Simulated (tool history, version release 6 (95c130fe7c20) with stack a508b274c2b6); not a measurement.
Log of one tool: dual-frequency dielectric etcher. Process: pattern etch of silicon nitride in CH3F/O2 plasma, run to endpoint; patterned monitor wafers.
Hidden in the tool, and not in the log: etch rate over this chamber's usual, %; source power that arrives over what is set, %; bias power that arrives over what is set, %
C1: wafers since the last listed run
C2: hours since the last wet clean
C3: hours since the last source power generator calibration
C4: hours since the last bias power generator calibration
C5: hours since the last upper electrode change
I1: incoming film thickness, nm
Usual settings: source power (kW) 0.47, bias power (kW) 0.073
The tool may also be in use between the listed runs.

{"run": 1, "hour": 0.0, "source power (kW)": 0.47, "bias power (kW)": 0.073, "C1": 0, "C2": 159.4, "C3": 4017.8, "C4": 1824.9, "C5": 3498.9, "I1": 83.9, "endpoint time (s)": 90.6}
{"hour": 84.7, "done": "bias power generator calibrated"}
{"run": 2, "hour": 100.7, "source power (kW)": 0.47, "bias power (kW)": 0.073, "C1": 698, "C2": 260.1, "C3": 4118.5, "C4": 16, "C5": 3599.6, "I1": 84, "endpoint time (s)": 91.2}
{"run": 3, "hour": 149.1, "source power (kW)": 0.47, "bias power (kW)": 0.073, "C1": 349, "C2": 308.5, "C3": 4166.9, "C4": 64.4, "C5": 3648, "I1": 84.3, "endpoint time (s)": 92.7}
{"run": 4, "hour": 200.3, "source power (kW)": 0.38, "bias power (kW)": 0.073, "C1": 369, "C2": 359.7, "C3": 4218.1, "C4": 115.6, "C5": 3699.2, "I1": 84, "endpoint time (s)": 98.6}
{"run": 5, "hour": 241.6, "source power (kW)": 0.38, "bias power (kW)": 0.073, "C1": 298, "C2": 401, "C3": 4259.4, "C4": 156.9, "C5": 3740.5, "I1": 83.2, "endpoint time (s)": 98}
{"run": 6, "hour": 266.7, "source power (kW)": 0.55, "bias power (kW)": 0.06, "C1": 181, "C2": 426.1, "C3": 4284.5, "C4": 182, "C5": 3765.6, "I1": 84, "endpoint time (s)": 91.1}
{"run": 7, "hour": 296.5, "source power (kW)": 0.55, "bias power (kW)": 0.06, "C1": 215, "C2": 455.9, "C3": 4314.3, "C4": 211.8, "C5": 3795.4, "I1": 84.4, "endpoint time (s)": 91.6}
{"run": 8, "hour": 330.6, "source power (kW)": 0.55, "bias power (kW)": 0.06, "C1": 246, "C2": 490, "C3": 4348.4, "C4": 245.9, "C5": 3829.5, "I1": 84.7, "endpoint time (s)": 92}
{"hour": 374.4, "done": "wet clean of the chamber"}
{"run": 9, "hour": 389.0, "source power (kW)": 0.47, "bias power (kW)": 0.08, "C1": 248, "C2": 14.6, "C3": 4406.8, "C4": 304.3, "C5": 3887.9, "I1": 84.3, "endpoint time (s)": 89.4}
{"run": 10, "hour": 455.1, "source power (kW)": 0.47, "bias power (kW)": 0.08, "C1": 477, "C2": 80.7, "C3": 4472.9, "C4": 370.4, "C5": 3954, "I1": 84, "endpoint time (s)": 89.2}
{"run": 11, "hour": 489.4, "source power (kW)": 0.47, "bias power (kW)": 0.073, "C1": 247, "C2": 115, "C3": 4507.2, "C4": 404.7, "C5": 3988.3, "I1": 84.1, "endpoint time (s)": 91.9}
{"run": 12, "hour": 519.3, "source power (kW)": 0.47, "bias power (kW)": 0.08, "C1": 215, "C2": 144.9, "C3": 4537.1, "C4": 434.6, "C5": 4018.2, "I1": 84.3, "endpoint time (s)": 90.1}
{"run": 13, "hour": 571.8, "source power (kW)": 0.38, "bias power (kW)": 0.083, "C1": 379, "C2": 197.4, "C3": 4589.6, "C4": 487.1, "C5": 4070.7, "I1": 84.2, "endpoint time (s)": 95.3}
{"run": 14, "hour": 643.0, "source power (kW)": 0.52, "bias power (kW)": 0.086, "C1": 514, "C2": 268.6, "C3": 4660.8, "C4": 558.3, "C5": 4141.9, "I1": 84, "endpoint time (s)": 84.2}
{"run": 15, "hour": 675.2, "source power (kW)": 0.35, "bias power (kW)": 0.06, "C1": 232, "C2": 300.8, "C3": 4693, "C4": 590.5, "C5": 4174.1, "I1": 84, "endpoint time (s)": 106.8}
{"run": 16, "hour": 700.0, "source power (kW)": 0.42, "bias power (kW)": 0.058, "C1": 179, "C2": 325.6, "C3": 4717.8, "C4": 615.3, "C5": 4198.9, "I1": 84.3, "endpoint time (s)": 100.7}
{"run": 17, "hour": 754.1, "source power (kW)": 0.4, "bias power (kW)": 0.085, "C1": 390, "C2": 379.7, "C3": 4771.9, "C4": 669.4, "C5": 4253, "I1": 84, "endpoint time (s)": 93.1}
{"hour": 768.8, "done": "source power generator calibrated"}
{"run": 18, "hour": 791.5, "source power (kW)": 0.35, "bias power (kW)": 0.061, "C1": 241, "C2": 417.1, "C3": 22.7, "C4": 706.8, "C5": 4290.4, "I1": 83.4, "endpoint time (s)": 107.3}
{"hour": 845.5, "done": "wet clean of the chamber"}
{"run": 19, "hour": 846.0, "source power (kW)": 0.41, "bias power (kW)": 0.086, "C1": 220, "C2": 0.5, "C3": 77.2, "C4": 761.3, "C5": 4344.9, "I1": 84.4, "endpoint time (s)": 94.3}
{"run": 20, "hour": 878.6, "source power (kW)": 0.39, "bias power (kW)": 0.088, "C1": 235, "C2": 33.1, "C3": 109.8, "C4": 793.9, "C5": 4377.5, "I1": 84.1, "endpoint time (s)": 94.7}
{"run": 21, "hour": 925.7, "source power (kW)": 0.47, "bias power (kW)": 0.073, "C1": 340, "C2": 80.2, "C3": 156.9, "C4": 841, "C5": 4424.6, "I1": 83.4, "endpoint time (s)": 92.9}
{"run": 22, "hour": 971.7, "source power (kW)": 0.36, "bias power (kW)": 0.082, "C1": 332, "C2": 126.2, "C3": 202.9, "C4": 887, "C5": 4470.6, "I1": 84.4, "endpoint time (s)": 99.5}
{"run": 23, "hour": 1002.8, "source power (kW)": 0.5, "bias power (kW)": 0.058, "C1": 224, "C2": 157.3, "C3": 234, "C4": 918.1, "C5": 4501.7, "I1": 84.3, "endpoint time (s)": 96.5}
{"run": 24, "hour": 1039.0, "source power (kW)": 0.47, "bias power (kW)": 0.073, "C1": 261, "C2": 193.5, "C3": 270.2, "C4": 954.3, "C5": 4537.9, "I1": 85, "endpoint time (s)": 94.4}
{"hour": 1122.4, "done": "upper electrode replaced"}
{"run": 25, "hour": 1122.9, "source power (kW)": 0.47, "bias power (kW)": 0.073, "C1": 432, "C2": 277.4, "C3": 354.1, "C4": 1038.2, "C5": 0.5, "I1": 83.7, "endpoint time (s)": 92.6}
{"run": 26, "hour": 1163.0, "source power (kW)": 0.59, "bias power (kW)": 0.08, "C1": 289, "C2": 317.5, "C3": 394.2, "C4": 1078.3, "C5": 40.6, "I1": 83.9, "endpoint time (s)": 83.3}
{"run": 27, "hour": 1226.0, "source power (kW)": 0.43, "bias power (kW)": 0.068, "C1": 455, "C2": 380.5, "C3": 457.2, "C4": 1141.3, "C5": 103.6, "I1": 84.2, "endpoint time (s)": 97.9}
{"run": 28, "hour": 1273.2, "source power (kW)": 0.47, "bias power (kW)": 0.073, "C1": 340, "C2": 427.7, "C3": 504.4, "C4": 1188.5, "C5": 150.8, "I1": 83.6, "endpoint time (s)": 92.7}
{"hour": 1339.4, "done": "wet clean of the chamber"}
{"run": 29, "hour": 1339.9, "source power (kW)": 0.47, "bias power (kW)": 0.073, "C1": 308, "C2": 0.5, "C3": 571.1, "C4": 1255.2, "C5": 217.5, "I1": 84.2, "endpoint time (s)": 92.8}
{"run": 30, "hour": 1367.4, "source power (kW)": 0.43, "bias power (kW)": 0.067, "C1": 198, "C2": 28, "C3": 598.6, "C4": 1282.7, "C5": 245, "I1": 85.4, "endpoint time (s)": 99.7}
{"run": 31, "hour": 1437.6, "source power (kW)": 0.47, "bias power (kW)": 0.073, "C1": 507, "C2": 98.2, "C3": 668.8, "C4": 1352.9, "C5": 315.2, "I1": 84.5, "endpoint time (s)": 93.4}
{"run": 32, "hour": 1483.9, "source power (kW)": 0.35, "bias power (kW)": 0.073, "C1": 334, "C2": 144.5, "C3": 715.1, "C4": 1399.2, "C5": 361.5, "I1": 83.9, "endpoint time (s)": 102.9}
{"run": 33, "hour": 1543.7, "source power (kW)": 0.47, "bias power (kW)": 0.073, "C1": 431, "C2": 204.3, "C3": 774.9, "C4": 1459, "C5": 421.3, "I1": 83.3, "endpoint time (s)": 92.1}
{"run": 34, "hour": 1581.2, "source power (kW)": 0.43, "bias power (kW)": 0.067, "C1": 270, "C2": 241.8, "C3": 812.4, "C4": 1496.5, "C5": 458.8, "I1": 84.8, "endpoint time (s)": 99.1}
{"run": 35, "hour": 1618.8, "source power (kW)": 0.47, "bias power (kW)": 0.073, "C1": 271, "C2": 279.4, "C3": 850, "C4": 1534.1, "C5": 496.4, "I1": 84.3, "endpoint time (s)": 92.5}
{"run": 36, "hour": 1653.2, "source power (kW)": 0.35, "bias power (kW)": 0.059, "C1": 248, "C2": 313.8, "C3": 884.4, "C4": 1568.5, "C5": 530.8, "I1": 83.9, "endpoint time (s)": 108.6}

Forecast each of these 3 alternatives for the next run:
{"run": "A", "hour": 1653.7, "source power (kW)": 0.47, "bias power (kW)": 0.059, "C1": 3, "C2": 314.3, "C3": 884.9, "C4": 1569, "C5": 531.3, "I1": 84.5, "endpoint time (s)": "?"}
{"run": "B", "hour": 1653.7, "source power (kW)": 0.54, "bias power (kW)": 0.089, "C1": 3, "C2": 314.3, "C3": 884.9, "C4": 1569, "C5": 531.3, "I1": 84.5, "endpoint time (s)": "?"}
{"run": "C", "hour": 1653.7, "source power (kW)": 0.53, "bias power (kW)": 0.065, "C1": 3, "C2": 314.3, "C3": 884.9, "C4": 1569, "C5": 531.3, "I1": 84.5, "endpoint time (s)": "?"}

run=A endpoint_time_(s)=98.6
run=B endpoint_time_(s)=84.2
run=C endpoint_time_(s)=92.1
Without the tool's hidden state the same runs would have given:
run=A endpoint_time_(s)=99.6
run=B endpoint_time_(s)=85.1
run=C endpoint_time_(s)=93.1
